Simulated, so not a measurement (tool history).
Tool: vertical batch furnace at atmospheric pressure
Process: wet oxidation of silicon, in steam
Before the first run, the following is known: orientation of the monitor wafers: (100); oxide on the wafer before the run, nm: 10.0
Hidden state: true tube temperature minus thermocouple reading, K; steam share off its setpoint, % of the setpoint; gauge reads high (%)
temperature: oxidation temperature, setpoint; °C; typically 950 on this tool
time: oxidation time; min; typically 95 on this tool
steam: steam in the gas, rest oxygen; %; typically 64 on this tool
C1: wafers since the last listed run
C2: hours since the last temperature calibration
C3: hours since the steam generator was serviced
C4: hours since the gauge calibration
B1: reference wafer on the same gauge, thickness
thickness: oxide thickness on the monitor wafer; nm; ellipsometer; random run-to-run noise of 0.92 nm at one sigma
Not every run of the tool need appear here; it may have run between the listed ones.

Run 1, hour 0: usual settings but time 84 min; C1 0; C2 1674.5; C3 1675.8; C4 573.9; B1 297.88. Result: thickness 241.86 nm.
Run 2, hour 29.3: usual settings; C1 410; C2 1703.8; C3 1705.1; C4 603.2; B1 298.07. Result: thickness 265.62 nm.
Run 3, hour 61.3: usual settings; C1 447; C2 1735.8; C3 1737.1; C4 635.2; B1 298.01. Result: thickness 266.65 nm.
Run 4, hour 95.2: usual settings; C1 474; C2 1769.7; C3 1771; C4 669.1; B1 297.94. Result: thickness 268.29 nm.
Run 5, hour 121.5: usual settings; C1 368; C2 1796; C3 1797.3; C4 695.4; B1 298.06. Result: thickness 265.63 nm.
Run 6, hour 134.5: usual settings; C1 181; C2 1809; C3 1810.3; C4 708.4; B1 297.97. Result: thickness 265.92 nm.
Run 7, hour 148.7: usual settings; C1 198; C2 1823.2; C3 1824.5; C4 722.6; B1 297.98. Result: thickness 266.81 nm.
Run 8, hour 163.6: usual settings; C1 208; C2 1838.1; C3 1839.4; C4 737.5; B1 298.08. Result: thickness 269.33 nm.
Run 9, hour 195.8: usual settings; C1 450; C2 1870.3; C3 1871.6; C4 769.7; B1 297.99. Result: thickness 269.11 nm.
Run 10, hour 220.1: usual settings; C1 340; C2 1894.6; C3 1895.9; C4 794; B1 297.96. Result: thickness 270.34 nm.
At hour 221.9: gauge calibrated.
Run 11, hour 245.4: usual settings; C1 354; C2 1919.9; C3 1921.2; C4 23.5; B1 297.83. Result: thickness 270.21 nm.
Run 12, hour 278.7: usual settings; C1 466; C2 1953.2; C3 1954.5; C4 56.8; B1 297.88. Result: thickness 271.03 nm.
Run 13, hour 313: usual settings but temperature 974 °C, time 107.5 min; C1 480; C2 1987.5; C3 1988.8; C4 91.1; B1 298.16. Result: thickness 362.19 nm.
Run 14, hour 326.9: usual settings but time 133.5 min, steam 74 %; C1 194; C2 2001.4; C3 2002.7; C4 105; B1 297.93. Result: thickness 386.63 nm.
Run 15, hour 395.1: usual settings; C1 954; C2 2069.6; C3 2070.9; C4 173.2; B1 298.04. Result: thickness 271.63 nm.
Run 16, hour 426.6: usual settings; C1 440; C2 2101.1; C3 2102.4; C4 204.7; B1 298.06. Result: thickness 271.49 nm.
Run 17, hour 449.9: usual settings but temperature 957 °C, time 79 min; C1 326; C2 2124.4; C3 2125.7; C4 228; B1 298.04. Result: thickness 252.66 nm.
Run 18, hour 463.9: usual settings but temperature 941 °C; C1 195; C2 2138.4; C3 2139.7; C4 242; B1 298.1. Result: thickness 252.41 nm.
At hour 488.6: steam generator serviced.
Run 19, hour 489.1: usual settings but time 55.5 min; C1 16; C2 2163.6; C3 0.5; C4 267.2; B1 298.05. Result: thickness 181.36 nm.
At hour 515.3: thermocouples replaced and temperature profile calibrated.
Run 20, hour 515.8: usual settings but time 63.5 min; C1 37; C2 0.5; C3 27.2; C4 293.9; B1 297.7. Result: thickness 189.6 nm.
Run 21, hour 521.7: usual settings; C1 82; C2 6.4; C3 33.1; C4 299.8; B1 297.98. Result: thickness 257.47 nm.
Run 22, hour 541: usual settings but time 126 min; C1 270; C2 25.7; C3 52.4; C4 319.1; B1 297.99. Result: thickness 320.45 nm.
Run 23, hour 628.4: usual settings but steam 60 %; C1 1223; C2 113.1; C3 139.8; C4 406.5; B1 298.03. Result: thickness 246.58 nm.
Run 24, hour 652.4: usual settings; C1 335; C2 137.1; C3 163.8; C4 430.5; B1 297.81. Result: thickness 259.71 nm.
Run 25, hour 676.4: usual settings but temperature 927 °C, time 56 min; C1 335; C2 161.1; C3 187.8; C4 454.5; B1 298. Result: thickness 135.59 nm.

Alternative continuations, all from the tool just after run 25; predict every row:
Run A, hour 682.4: usual settings but steam 71 %; C1 83; C2 167.1; C3 193.8; C4 460.5; B1 ?. Result: thickness ?.
Run B, hour 682.4: usual settings but temperature 964 °C, time 128.5 min, steam 56 %; C1 83; C2 167.1; C3 193.8; C4 460.5; B1 ?. Result: thickness ?.
Run C, hour 682.4: usual settings but steam 59 %; C1 83; C2 167.1; C3 193.8; C4 460.5; B1 ?. Result: thickness ?.
Run D, hour 682.4: usual settings but temperature 969 °C, steam 55 %; C1 83; C2 167.1; C3 193.8; C4 460.5; B1 ?. Result: thickness ?.
Run E, hour 682.4: usual settings but temperature 926 °C, time 51 min, steam 52 %; C1 83; C2 167.1; C3 193.8; C4 460.5; B1 ?. Result: thickness ?.

run      B1  thickness
  A  297.91     279.05
  B  297.91     330.97
  C  297.91     242.39
  D  297.91      273.5
  E  297.91     103.88
Had the tool no hidden state, the same runs would have come out as:
run  thickness
  A     276.45
  B     328.16
  C     240.04
  D     271.08
  E     102.74
